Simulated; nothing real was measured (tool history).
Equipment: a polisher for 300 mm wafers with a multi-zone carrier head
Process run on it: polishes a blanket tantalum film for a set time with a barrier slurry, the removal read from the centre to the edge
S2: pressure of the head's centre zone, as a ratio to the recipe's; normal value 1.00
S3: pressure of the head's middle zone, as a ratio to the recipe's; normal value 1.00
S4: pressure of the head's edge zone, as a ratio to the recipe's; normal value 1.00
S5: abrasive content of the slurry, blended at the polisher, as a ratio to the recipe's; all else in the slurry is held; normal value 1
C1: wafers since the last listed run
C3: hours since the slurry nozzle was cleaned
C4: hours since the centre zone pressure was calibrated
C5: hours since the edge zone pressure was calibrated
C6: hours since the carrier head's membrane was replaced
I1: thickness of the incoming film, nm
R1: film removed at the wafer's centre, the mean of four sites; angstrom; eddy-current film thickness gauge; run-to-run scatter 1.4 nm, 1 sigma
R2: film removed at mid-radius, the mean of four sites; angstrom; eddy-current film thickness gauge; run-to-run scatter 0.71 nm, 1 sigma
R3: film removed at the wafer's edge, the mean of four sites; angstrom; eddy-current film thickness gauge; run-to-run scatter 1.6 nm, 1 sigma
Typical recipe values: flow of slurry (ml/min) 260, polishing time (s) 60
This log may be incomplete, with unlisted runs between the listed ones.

Run 1, hour 0.0: usual settings but flow of slurry (ml/min) 315; C1 0; wafers polished on this pad 1032; C3 362.8; C4 573.9; C5 13.6; C6 1302.9; I1 281.7. Result: R1 1045 angstrom, R2 1201 angstrom, R3 1175 angstrom.
At hour 47.2: slurry nozzle cleaned.
At hour 59.2: worn pad replaced by a new one.
At hour 61.2: centre zone pressure recalibrated.
Run 2, hour 93.7: usual settings but flow of slurry (ml/min) 315; C1 646; wafers polished on this pad 242; C3 46.5; C4 32.5; C5 107.3; C6 1396.6; I1 275.0. Result: R1 1153 angstrom, R2 1193 angstrom, R3 1142 angstrom.
Run 3, hour 130.0: usual settings but flow of slurry (ml/min) 315; C1 270; wafers polished on this pad 512; C3 82.8; C4 68.8; C5 143.6; C6 1432.9; I1 279.9. Result: R1 1119 angstrom, R2 1202 angstrom, R3 1157 angstrom.
Run 4, hour 167.4: usual settings but S2 0.92, polishing time (s) 44; C1 278; wafers polished on this pad 791; C3 120.2; C4 106.2; C5 181.0; C6 1470.3; I1 277.0. Result: R1 721 angstrom, R2 860 angstrom, R3 831 angstrom.
At hour 234.2: worn pad replaced by a new one.
Run 5, hour 245.0: usual settings; C1 548; wafers polished on this pad 80; C3 197.8; C4 183.8; C5 258.6; C6 1547.9; I1 282.3. Result: R1 1034 angstrom, R2 1166 angstrom, R3 1141 angstrom.
Run 6, hour 282.2: usual settings; C1 277; wafers polished on this pad 357; C3 235.0; C4 221.0; C5 295.8; C6 1585.1; I1 280.9. Result: R1 1066 angstrom, R2 1166 angstrom, R3 1153 angstrom.
Run 7, hour 318.5: usual settings; C1 270; wafers polished on this pad 628; C3 271.3; C4 257.3; C5 332.1; C6 1621.4; I1 281.4. Result: R1 1043 angstrom, R2 1176 angstrom, R3 1114 angstrom.
At hour 401.1: edge zone pressure recalibrated.
Run 8, hour 402.7: usual settings; C1 612; wafers polished on this pad 1240; C3 355.5; C4 341.5; C5 1.6; C6 1705.6; I1 282.7. Result: R1 1030 angstrom, R2 1172 angstrom, R3 1151 angstrom.
At hour 422.3: worn pad replaced by a new one.
At hour 450.1: carrier head's membrane replaced by a new one.
At hour 462.1: slurry nozzle cleaned.
Run 9, hour 506.0: usual settings but S3 1.05; C1 695; wafers polished on this pad 578; C3 43.9; C4 444.8; C5 104.9; C6 55.9; I1 282.2. Result: R1 1007 angstrom, R2 1219 angstrom, R3 1120 angstrom.

Forecast run 10:
Run 10, hour 567.1: usual settings but flow of slurry (ml/min) 295, S3 1.06, S4 1.09, polishing time (s) 52; C1 455; wafers polished on this pad 1034; C3 105.0; C4 505.9; C5 166.0; C6 117.0; I1 280.3. Result: R1 ?, R2 ?, R3 ?.

For run 10 the tool returned R1 882 angstrom, R2 1079 angstrom, R3 1040 angstrom.
Minus the tool's unlogged condition, the same run would have read R1 1008 angstrom, R2 1078 angstrom, R3 1040 angstrom.
